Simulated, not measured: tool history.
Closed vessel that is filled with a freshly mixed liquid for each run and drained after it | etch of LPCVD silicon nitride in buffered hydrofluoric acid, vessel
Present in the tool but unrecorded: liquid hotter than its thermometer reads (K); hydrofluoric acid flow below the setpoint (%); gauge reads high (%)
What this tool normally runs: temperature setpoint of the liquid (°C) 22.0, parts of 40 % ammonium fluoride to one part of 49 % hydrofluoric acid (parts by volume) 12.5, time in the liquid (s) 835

run	hour	temperature setpoint of the liquid (°C)	parts of 40 % ammonium fluoride to one part of 49 % hydrofluoric acid (parts by volume)	time in the liquid (s)	wafers since the last listed run	hours since the thermometer was replaced	hours since the hydrofluoric acid flow meter was replaced	hours since the gauge calibration	read-back film thickness of the LPCVD silicon nitride reference wafer, read on the same gauge (nm)	thickness taken off the LPCVD silicon nitride on a monitor wafer (angstrom)
1	0.0	19.5	12.5	835	0	1150.4	2144.1	802.7	130.01	74.8
2	12.1	19.5	12.5	835	803	1162.5	2156.2	814.8	129.99	76.5
3	46.7	19.5	12.5	835	2298	1197.1	2190.8	849.4	129.99	74.9
4	59.5	22.0	12.5	835	850	1209.9	2203.6	862.2	129.98	86.6
5	81.9	22.0	12.5	835	1488	1232.3	2226.0	884.6	130.03	86.5
# hour 83.1: gauge calibrated
6	102.2	22.0	12.5	835	1348	1252.6	2246.3	19.1	129.98	86.2
7	117.9	22.0	12.5	995	1043	1268.3	2262.0	34.8	130.01	102.2
8	133.3	22.0	12.5	995	1023	1283.7	2277.4	50.2	130.01	102.5
9	157.4	22.0	12.5	995	1601	1307.8	2301.5	74.3	130.01	103.3
10	181.8	22.0	9.5	835	1621	1332.2	2325.9	98.7	130.03	114.0
11	199.8	22.0	9.5	835	1195	1350.2	2343.9	116.7	129.99	113.2
12	231.5	22.0	9.5	835	2106	1381.9	2375.6	148.4	130.00	114.5
13	243.9	22.0	12.5	1080	823	1394.3	2388.0	160.8	130.06	112.6
14	256.0	19.0	10.0	1260	803	1406.4	2400.1	172.9	129.98	138.1
15	276.6	22.0	12.5	835	1368	1427.0	2420.7	193.5	129.98	87.6
16	290.4	22.0	12.5	835	916	1440.8	2434.5	207.3	129.97	86.2
17	302.8	25.5	9.0	365	823	1453.2	2446.9	219.7	130.03	64.1
18	319.9	22.0	12.5	995	1136	1470.3	2464.0	236.8	129.98	101.4
19	334.2	18.0	8.5	1290	950	1484.6	2478.3	251.1	129.98	155.4
# hour 357.1: hydrofluoric acid flow meter replaced
20	364.2	22.0	12.5	835	1926	1514.6	7.1	281.1	130.03	98.7
21	394.0	17.5	12.5	520	1979	1544.4	36.9	310.9	130.01	48.0
22	409.6	19.0	15.0	560	1036	1560.0	52.5	326.5	130.04	47.1
# hour 413.7: thermometer replaced
23	441.6	22.0	10.5	1145	2059	27.9	84.5	358.5	130.00	142.7
24	469.3	22.0	16.0	835	1840	55.6	112.2	386.2	129.98	68.6
25	488.8	22.0	12.5	525	1295	75.1	131.7	405.7	129.98	55.5
26	503.5	20.0	14.5	1310	976	89.8	146.4	420.4	130.01	106.9
27	533.9	22.0	12.5	835	2019	120.2	176.8	450.8	129.98	88.0
28	548.2	22.0	12.5	835	950	134.5	191.1	465.1	130.04	88.8
29	571.0	27.0	15.5	985	1514	157.3	213.9	487.9	129.97	111.4
30	601.9	18.5	16.0	470	2053	188.2	244.8	518.8	129.98	32.6

Expected results for the next run?
31	615.6	22.0	12.5	1110	910	201.9	258.5	532.5	?	?

Run 31 gave read-back film thickness of the LPCVD silicon nitride reference wafer, read on the same gauge (nm) 129.95, thickness taken off the LPCVD silicon nitride on a monitor wafer (angstrom) 118.0.
Take away the tool's hidden state, keep the run-to-run variation as it was, and the same run would have given thickness taken off the LPCVD silicon nitride on a monitor wafer (angstrom) 117.8.

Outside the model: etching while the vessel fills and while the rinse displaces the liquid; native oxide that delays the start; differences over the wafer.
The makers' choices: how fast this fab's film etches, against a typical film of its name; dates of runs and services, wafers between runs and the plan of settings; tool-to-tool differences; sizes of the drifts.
